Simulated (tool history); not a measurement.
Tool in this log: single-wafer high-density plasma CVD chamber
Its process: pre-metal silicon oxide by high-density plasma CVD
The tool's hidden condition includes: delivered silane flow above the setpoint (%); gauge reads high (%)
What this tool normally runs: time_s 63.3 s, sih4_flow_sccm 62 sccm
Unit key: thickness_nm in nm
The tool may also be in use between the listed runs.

run    hour  time_s  sih4_flow_sccm  wafers since the last listed run  hours since the silane flow controller was replaced  hours since the gauge calibration  read-back reference wafer on the same gauge, thickness_nm  thickness_nm
  1     0.0    63.3              62                                 0                                                520.7                             1008.4                                                    392.523       394.742
  2   301.8    63.3              62                              6879                                                822.5                             1310.2                                                    392.911       398.278
  3   364.5    54.4              62                              1429                                                885.2                             1372.9                                                    393.088       338.518
  4   436.8    54.4              62                              1648                                                957.5                             1445.2                                                    392.982       340.245
  5   483.8    54.4              62                              1071                                               1004.5                             1492.2                                                    393.221       341.601
  6   646.8    63.3              62                              3715                                               1167.5                             1655.2                                                    392.513       398.223
  7   929.3    63.3              62                              6439                                               1450.0                             1937.7                                                    393.186       398.265
  8  1017.8    63.3              62                              2017                                               1538.5                             2026.2                                                    393.243       397.576
  9  1086.1    63.3              62                              1556                                               1606.8                             2094.5                                                    392.961       397.429
 10  1154.7    63.3              62                              1563                                               1675.4                             2163.1                                                    393.104       395.316
 11  1246.5    63.3              62                              2092                                               1767.2                             2254.9                                                    392.886       397.978
 12  1327.8    66.8              62                              1853                                               1848.5                             2336.2                                                    392.854       419.044
 13  1430.1    66.8              62                              2332                                               1950.8                             2438.5                                                    392.422       419.267
 14  1679.7    63.3              71                              5689                                               2200.4                             2688.1                                                    392.857       455.585
 15  1726.3    63.3              62                              1062                                               2247.0                             2734.7                                                    393.239       396.230
 16  1815.7    63.3              62                              2037                                               2336.4                             2824.1                                                    393.308       399.034
 17  1896.1    63.3              62                              1832                                               2416.8                             2904.5                                                    392.832       398.115
 18  1984.4    66.9              65                              2012                                               2505.1                             2992.8                                                    393.186       441.100
 19  2089.1    66.9              65                              2386                                               2609.8                             3097.5                                                    393.294       441.816
 20  2196.6    63.3              62                              2450                                               2717.3                             3205.0                                                    393.068       398.762
 21  2235.2    63.3              62                               879                                               2755.9                             3243.6                                                    392.799       398.187
 22  2272.8    63.3              50                               857                                               2793.5                             3281.2                                                    392.739       322.031
 23  2339.5    66.5              52                              1520                                               2860.2                             3347.9                                                    393.036       351.896
 24  2394.2    63.3              62                              1246                                               2914.9                             3402.6                                                    392.506       397.737
     2448.0  -- silane flow controller replaced
 25  2458.5    63.3              62                              1283                                                 10.5                             3466.9                                                    392.899       391.414
 26  2537.6    54.6              56                              1803                                                 89.6                             3546.0                                                    393.014       306.082
     2602.8  -- gauge calibrated
 27  2614.7    63.3              62                              1757                                                166.7                               11.9                                                    393.343       393.476
 28  2673.5    63.3              62                              1340                                                225.5                               70.7                                                    393.263       395.446
 29  2746.8    58.5              62                              1670                                                298.8                              144.0                                                    392.668       362.946
 30  2830.9    68.6              55                              1917                                                382.9                              228.1                                                    393.563       377.683
 31  2872.6    56.8              66                               950                                                424.6                              269.8                                                    393.490       375.680
 32  2975.6    63.3              62                              2347                                                527.6                              372.8                                                    392.847       393.711
 33  3020.9    63.3              62                              1032                                                572.9                              418.1                                                    392.887       394.075
 34  3094.8    71.3              58                              1684                                                646.8                              492.0                                                    392.958       416.418
 35  3201.1    70.8              52                              2423                                                753.1                              598.3                                                    392.867       367.640
 36  3291.0    68.3              55                              2049                                                843.0                              688.2                                                    393.248       378.361
 37  3338.6    70.6              53                              1085                                                890.6                              735.8                                                    393.080       376.845
 38  3394.5    68.8              74                              1274                                                946.5                              791.7                                                    393.108       512.574
 39  3436.7    63.3              62                               961                                                988.7                              833.9                                                    392.979       394.187
 40  3511.1    59.1              56                              1696                                               1063.1                              908.3                                                    393.146       332.518
 41  3611.2    63.3              69                              2281                                               1163.2                             1008.4                                                    392.744       440.852
 42  3684.5    58.7              62                              1670                                               1236.5                             1081.7                                                    393.205       365.999

Here are 3 independent what-if runs from the current tool condition. What would each one return?
  A  3684.9    63.3              62                                 9                                               1236.9                             1082.1                                                          ?             ?
  B  3684.9    63.3              74                                 9                                               1236.9                             1082.1                                                          ?             ?
  C  3684.9    72.9              62                                 9                                               1236.9                             1082.1                                                          ?             ?

run  read-back reference wafer on the same gauge, thickness_nm  thickness_nm
  A                                                    393.045       395.412
  B                                                    393.045       471.944
  C                                                    393.045       455.380
Stripped of hidden state, with their random variation kept, the same runs would have yielded:
run  thickness_nm
  A       391.522
  B       467.300
  C       450.899
